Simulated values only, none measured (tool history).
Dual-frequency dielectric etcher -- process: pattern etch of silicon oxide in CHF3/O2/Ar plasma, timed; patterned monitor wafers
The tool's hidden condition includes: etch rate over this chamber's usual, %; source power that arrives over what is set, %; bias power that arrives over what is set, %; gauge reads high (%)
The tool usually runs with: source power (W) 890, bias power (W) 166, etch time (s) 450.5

run   hour  source power (W)  bias power (W)  etch time (s)  wafers since the last listed run  hours since the last wet clean  hours since the last source power generator calibration  hours since the last bias power generator calibration  hours since the last upper electrode change  hours since the gauge calibration  read-back reference wafer on the same gauge, depth_nm  mean etch depth across the wafer (nm)
  1      0               890             166          450.5                                 0                           201.1                                                   4335.5                                                 2837.3                                       3450.8                               29.1                                                  978.8                                 1041.1
  2   20.8               890             166          450.5                                58                           221.9                                                   4356.3                                                 2858.1                                       3471.6                               49.9                                                  978.6                                 1053.7
  3   33.4               890             166          450.5                                35                           234.5                                                   4368.9                                                 2870.7                                       3484.2                               62.5                                                  981.2                                 1048.6
  4   66.5               890             166          450.5                                92                           267.6                                                     4402                                                 2903.8                                       3517.3                               95.6                                                  981.6                                 1036.9
  5   79.5               890             166          450.5                                36                           280.6                                                     4415                                                 2916.8                                       3530.3                              108.6                                                  980.5                                 1064.1
  6  101.3               890             166          450.5                                60                           302.4                                                   4436.8                                                 2938.6                                       3552.1                              130.4                                                  978.8                                 1062.2
  7  124.8               890             187          450.5                                65                           325.9                                                   4460.3                                                 2962.1                                       3575.6                              153.9                                                  979.2                                 1103.4
     161.4  -- wet clean of the chamber
  8  161.9               690             132            399                                36                             0.5                                                   4497.4                                                 2999.2                                       3612.7                                191                                                  979.4                                    766
     168.9  -- gauge calibrated
  9  181.3               760             166          450.5                                54                            19.9                                                   4516.8                                                 3018.6                                       3632.1                               12.4                                                  979.8                                  959.3
     190.7  -- source power generator calibrated
     196.5  -- bias power generator calibrated
 10  199.1               890             125          338.5                                27                            37.7                                                      8.4                                                    2.6                                       3649.9                               30.2                                                  977.6                                  695.1

Expected results for the next run?
     246.6  -- upper electrode replaced, of another model than before
 11  247.1               890             166          450.5                                67                            85.7                                                     56.4                                                   50.6                                          0.5                               78.2                                                      ?                                      ?

read-back reference wafer on the same gauge, depth_nm: 979
mean etch depth across the wafer (nm): 1034.4
Were there no unlogged condition in the tool, this run, its random variation unchanged, would have produced mean etch depth across the wafer (nm) 1032.4.
